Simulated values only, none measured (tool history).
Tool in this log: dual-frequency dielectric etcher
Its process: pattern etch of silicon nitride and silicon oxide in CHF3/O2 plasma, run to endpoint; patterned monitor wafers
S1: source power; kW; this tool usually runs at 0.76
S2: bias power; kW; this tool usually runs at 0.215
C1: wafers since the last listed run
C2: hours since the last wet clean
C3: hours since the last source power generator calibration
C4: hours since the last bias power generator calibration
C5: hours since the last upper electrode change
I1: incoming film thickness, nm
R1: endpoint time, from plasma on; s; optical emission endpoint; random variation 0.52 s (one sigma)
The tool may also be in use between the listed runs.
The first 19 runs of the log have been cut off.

run,hour,S1,S2,C1,C2,C3,C4,C5,I1,R1
20,568.4,0.76,0.19,1,0.8,340.2,181.9,16.7,315.7,183.3
21,593.7,0.76,0.215,120,26.1,365.5,207.2,42,315.9,173.5
22,613.1,0.62,0.261,92,45.5,384.9,226.6,61.4,314,173
23,636.8,0.76,0.215,112,69.2,408.6,250.3,85.1,314.4,171.3
24,664.4,0.62,0.251,131,96.8,436.2,277.9,112.7,312.2,173.7
25,692.1,0.61,0.241,131,124.5,463.9,305.6,140.4,310.8,177.4
26,715.7,0.76,0.174,112,148.1,487.5,329.2,164,312.2,188.4
27,744.5,0.59,0.176,137,176.9,516.3,358,192.8,314.2,209.5
28,756.8,0.76,0.215,58,189.2,528.6,370.3,205.1,314.4,171.7
29,785.9,0.76,0.215,138,218.3,557.7,399.4,234.2,310,169.1
30,798,0.85,0.265,57,230.4,569.8,411.5,246.3,311.8,147.2
31,811.7,0.59,0.188,65,244.1,583.5,425.2,260,315.1,203.3
32,824.3,0.81,0.246,60,256.7,596.1,437.8,272.6,312.9,156.5
33,848.9,0.76,0.244,117,281.3,620.7,462.4,297.2,314.2,161.2
34,876.4,0.76,0.215,130,308.8,648.2,489.9,324.7,315.1,170.6

5 options for the next run, each taken on its own from the tool as it stands now. Forecast them:
A,876.9,0.87,0.215,2,309.3,648.7,490.4,325.2,314.2,?
B,876.9,0.76,0.239,2,309.3,648.7,490.4,325.2,314.2,?
C,876.9,0.58,0.196,2,309.3,648.7,490.4,325.2,314.2,?
D,876.9,0.76,0.268,2,309.3,648.7,490.4,325.2,314.2,?
E,876.9,0.76,0.25,2,309.3,648.7,490.4,325.2,314.2,?

run,R1
A,160.6
B,162.1
C,199.7
D,153.9
E,158.8
With the hidden condition removed and each run's random variation left untouched, the same runs would have given:
run,R1
A,163.2
B,164.8
C,202.9
D,156.5
E,161.4

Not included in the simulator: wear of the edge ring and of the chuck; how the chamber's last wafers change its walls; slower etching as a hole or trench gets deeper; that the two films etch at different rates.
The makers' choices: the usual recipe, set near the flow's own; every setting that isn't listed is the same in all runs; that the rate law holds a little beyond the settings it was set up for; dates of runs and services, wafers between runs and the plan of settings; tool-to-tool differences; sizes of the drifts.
